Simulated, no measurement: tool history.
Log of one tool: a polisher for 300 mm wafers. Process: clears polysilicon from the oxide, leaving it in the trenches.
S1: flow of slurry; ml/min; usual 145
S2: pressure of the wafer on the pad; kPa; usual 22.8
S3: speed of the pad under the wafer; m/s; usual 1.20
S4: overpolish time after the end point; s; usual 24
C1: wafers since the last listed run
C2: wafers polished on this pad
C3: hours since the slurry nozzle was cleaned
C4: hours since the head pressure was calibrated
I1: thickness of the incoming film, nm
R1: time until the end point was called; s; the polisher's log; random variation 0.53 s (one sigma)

run 1 hour=0.0 | S1=145 S2=17.9 S3=1.20 S4=24 | C1=0 C2=1017 C3=63.4 C4=331.2 | I1=675.3 | R1=49.6
run 2 hour=30.4 | S1=145 S2=17.9 S3=1.20 S4=24 | C1=326 C2=1344 C3=93.8 C4=361.6 | I1=672.7 | R1=50.3
-- hour=52.5 head pressure recalibrated
run 3 hour=65.8 | S1=145 S2=17.9 S3=1.20 S4=24 | C1=358 C2=1702 C3=129.2 C4=13.3 | I1=668.4 | R1=47.6
run 4 hour=84.4 | S1=145 S2=22.8 S3=1.20 S4=24 | C1=199 C2=1902 C3=147.8 C4=31.9 | I1=667.7 | R1=39.0
run 5 hour=99.8 | S1=145 S2=22.8 S3=1.20 S4=24 | C1=165 C2=2068 C3=163.2 C4=47.3 | I1=673.6 | R1=41.7
-- hour=122.3 worn pad replaced by a new one
run 6 hour=122.8 | S1=145 S2=22.8 S3=1.20 S4=24 | C1=204 C2=5 C3=186.2 C4=70.3 | I1=671.8 | R1=37.3
run 7 hour=148.2 | S1=145 S2=22.8 S3=1.20 S4=24 | C1=272 C2=278 C3=211.6 C4=95.7 | I1=659.3 | R1=38.0
run 8 hour=172.8 | S1=145 S2=22.8 S3=1.20 S4=24 | C1=264 C2=542 C3=236.2 C4=120.3 | I1=675.6 | R1=38.3
run 9 hour=241.4 | S1=145 S2=22.8 S3=1.20 S4=24 | C1=737 C2=1279 C3=304.8 C4=188.9 | I1=681.2 | R1=39.8
run 10 hour=276.9 | S1=145 S2=22.8 S3=1.20 S4=24 | C1=381 C2=1661 C3=340.3 C4=224.4 | I1=672.5 | R1=40.2
run 11 hour=296.9 | S1=145 S2=22.8 S3=1.20 S4=24 | C1=214 C2=1875 C3=360.3 C4=244.4 | I1=670.7 | R1=41.0
run 12 hour=312.3 | S1=145 S2=22.8 S3=1.20 S4=24 | C1=165 C2=2041 C3=375.7 C4=259.8 | I1=670.4 | R1=41.7
run 13 hour=338.2 | S1=145 S2=22.8 S3=1.20 S4=24 | C1=278 C2=2319 C3=401.6 C4=285.7 | I1=681.8 | R1=43.4
-- hour=357.9 head pressure recalibrated
run 14 hour=365.7 | S1=125 S2=31.0 S3=1.20 S4=15 | C1=273 C2=2593 C3=429.1 C4=7.8 | I1=676.0 | R1=34.0
-- hour=385.6 worn pad replaced by a new one
run 15 hour=386.1 | S1=145 S2=22.8 S3=1.20 S4=24 | C1=176 C2=5 C3=449.5 C4=28.2 | I1=660.7 | R1=35.0
run 16 hour=403.8 | S1=145 S2=17.9 S3=1.20 S4=24 | C1=190 C2=195 C3=467.2 C4=45.9 | I1=673.4 | R1=43.5
run 17 hour=419.3 | S1=165 S2=25.5 S3=1.54 S4=37 | C1=166 C2=361 C3=482.7 C4=61.4 | I1=681.2 | R1=25.4
run 18 hour=431.6 | S1=145 S2=22.8 S3=0.88 S4=24 | C1=132 C2=494 C3=495.0 C4=73.7 | I1=665.3 | R1=50.5
run 19 hour=451.3 | S1=145 S2=22.8 S3=1.20 S4=24 | C1=211 C2=705 C3=514.7 C4=93.4 | I1=664.4 | R1=36.3
run 20 hour=478.8 | S1=115 S2=16.5 S3=1.46 S4=24 | C1=295 C2=1001 C3=542.2 C4=120.9 | I1=673.0 | R1=40.4
run 21 hour=495.9 | S1=145 S2=20.0 S3=1.20 S4=24 | C1=183 C2=1184 C3=559.3 C4=138.0 | I1=671.3 | R1=41.5
run 22 hour=512.5 | S1=145 S2=22.8 S3=1.20 S4=24 | C1=178 C2=1363 C3=575.9 C4=154.6 | I1=662.0 | R1=37.1
run 23 hour=546.3 | S1=145 S2=22.8 S3=1.20 S4=24 | C1=363 C2=1726 C3=609.7 C4=188.4 | I1=673.5 | R1=39.3
run 24 hour=580.1 | S1=130 S2=22.8 S3=1.20 S4=24 | C1=363 C2=2089 C3=643.5 C4=222.2 | I1=663.9 | R1=41.8
-- hour=582.6 slurry nozzle cleaned
run 25 hour=614.7 | S1=145 S2=22.8 S3=1.20 S4=24 | C1=360 C2=2450 C3=32.1 C4=256.8 | I1=667.7 | R1=42.9
-- hour=622.2 worn pad replaced by a new one
run 26 hour=628.9 | S1=115 S2=27.6 S3=0.92 S4=34 | C1=109 C2=72 C3=46.3 C4=271.0 | I1=671.9 | R1=45.1
-- hour=645.8 head pressure recalibrated
run 27 hour=653.0 | S1=145 S2=22.8 S3=1.46 S4=24 | C1=237 C2=309 C3=70.4 C4=7.2 | I1=669.1 | R1=29.2
run 28 hour=759.5 | S1=145 S2=22.8 S3=1.20 S4=24 | C1=1144 C2=1453 C3=176.9 C4=113.7 | I1=673.2 | R1=38.7
run 29 hour=786.3 | S1=110 S2=22.8 S3=1.08 S4=37 | C1=287 C2=1741 C3=203.7 C4=140.5 | I1=676.4 | R1=47.7
run 30 hour=810.3 | S1=100 S2=22.8 S3=1.20 S4=24 | C1=257 C2=1999 C3=227.7 C4=164.5 | I1=668.2 | R1=44.5
run 31 hour=829.8 | S1=145 S2=17.2 S3=0.94 S4=24 | C1=209 C2=2209 C3=247.2 C4=184.0 | I1=660.8 | R1=62.3
-- hour=834.0 worn pad replaced by a new one
run 32 hour=841.8 | S1=185 S2=22.8 S3=1.20 S4=24 | C1=85 C2=84 C3=259.2 C4=196.0 | I1=670.8 | R1=36.0
run 33 hour=867.5 | S1=145 S2=27.6 S3=1.20 S4=13 | C1=276 C2=360 C3=284.9 C4=221.7 | I1=673.6 | R1=32.6
run 34 hour=889.6 | S1=145 S2=22.8 S3=1.20 S4=24 | C1=237 C2=597 C3=307.0 C4=243.8 | I1=667.7 | R1=37.8

4 ways to go on from here, each from the tool as it stands after run 34. What would each give?
run A hour=890.0 | S1=145 S2=22.8 S3=1.32 S4=24 | C1=4 C2=602 C3=307.4 C4=244.2 | I1=675.1 | R1=?
run B hour=890.0 | S1=145 S2=22.8 S3=1.20 S4=35 | C1=4 C2=602 C3=307.4 C4=244.2 | I1=675.1 | R1=?
run C hour=890.0 | S1=145 S2=25.5 S3=0.86 S4=13 | C1=4 C2=602 C3=307.4 C4=244.2 | I1=675.1 | R1=?
run D hour=890.0 | S1=145 S2=22.8 S3=0.96 S4=37 | C1=4 C2=602 C3=307.4 C4=244.2 | I1=675.1 | R1=?

run=A R1=34.8
run=B R1=38.2
run=C R1=48.7
run=D R1=47.8
Without the tool's hidden state the same runs would have given:
run=A R1=32.4
run=B R1=35.7
run=C R1=45.4
run=D R1=44.6
